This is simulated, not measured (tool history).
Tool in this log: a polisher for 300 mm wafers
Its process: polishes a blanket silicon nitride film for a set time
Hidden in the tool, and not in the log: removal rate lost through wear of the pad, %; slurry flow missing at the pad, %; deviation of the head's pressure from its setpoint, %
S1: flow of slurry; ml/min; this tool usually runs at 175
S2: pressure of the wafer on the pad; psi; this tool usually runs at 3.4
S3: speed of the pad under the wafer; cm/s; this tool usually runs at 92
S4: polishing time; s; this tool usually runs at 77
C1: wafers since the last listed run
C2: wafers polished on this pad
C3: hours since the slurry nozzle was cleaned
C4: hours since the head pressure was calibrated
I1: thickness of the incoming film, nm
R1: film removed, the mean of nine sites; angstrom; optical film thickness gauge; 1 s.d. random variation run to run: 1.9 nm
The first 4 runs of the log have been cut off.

run	day	S1	S2	S3	S4	C1	C2	C3	C4	I1	R1
5	16.267	175	2.6	92	67	750	6997	568.3	218.7	772.6	926
# day 17.512: worn pad replaced by a new one
6	20.346	175	2.6	92	67	1266	917	666.2	316.6	777.4	940
7	21.867	175	3.4	116	64	492	1410	702.7	353.1	771.3	1241
8	25.538	175	3.4	116	64	1188	2598	790.8	441.2	772.9	1246
9	27.088	175	3.4	116	64	501	3100	828.0	478.4	766.7	1201
# day 28.475: slurry nozzle cleaned
10	29.388	175	3.4	92	77	731	3832	21.9	533.6	767.4	1227
# day 31.379: head pressure recalibrated
11	32.188	175	3.4	92	77	879	4711	89.1	19.4	775.3	1351
12	33.712	175	3.4	92	77	493	5205	125.7	56.0	795.3	1299
# day 36.450: worn pad replaced by a new one
13	37.146	175	3.4	92	77	1057	224	208.1	138.4	768.8	1283
14	40.371	175	3.4	92	77	1044	1268	285.5	215.8	778.7	1246
15	44.592	175	3.4	92	58	1366	2635	386.8	317.1	788.0	953
16	47.133	175	3.4	92	77	822	3458	447.8	378.1	771.0	1269
17	49.958	175	3.4	92	77	914	4373	515.6	445.9	785.9	1244
18	51.717	175	3.4	92	77	569	4942	557.8	488.1	776.9	1272
19	54.300	175	3.4	92	77	836	5779	619.8	550.1	781.0	1256
# day 56.742: head pressure recalibrated
20	57.408	175	3.4	92	77	979	6758	694.4	16.0	778.1	1324
# day 59.021: worn pad replaced by a new one
21	60.279	175	3.4	92	77	875	406	763.3	84.9	790.4	1331
# day 60.525: slurry nozzle cleaned
22	63.550	175	3.4	106	77	1045	1452	72.6	163.4	787.2	1433
23	65.192	200	3.4	92	90	531	1983	112.0	202.8	778.8	1563
24	69.292	215	4.2	92	64	1327	3311	210.4	301.2	796.6	1239

What will run 25 give?
25	70.921	175	4.4	92	77	527	3838	249.5	340.3	775.6	?

{"run 25": {"R1": 1454}}
If the tool had no hidden condition, the same run with the same run-to-run variation would have returned R1 1560 angstrom.

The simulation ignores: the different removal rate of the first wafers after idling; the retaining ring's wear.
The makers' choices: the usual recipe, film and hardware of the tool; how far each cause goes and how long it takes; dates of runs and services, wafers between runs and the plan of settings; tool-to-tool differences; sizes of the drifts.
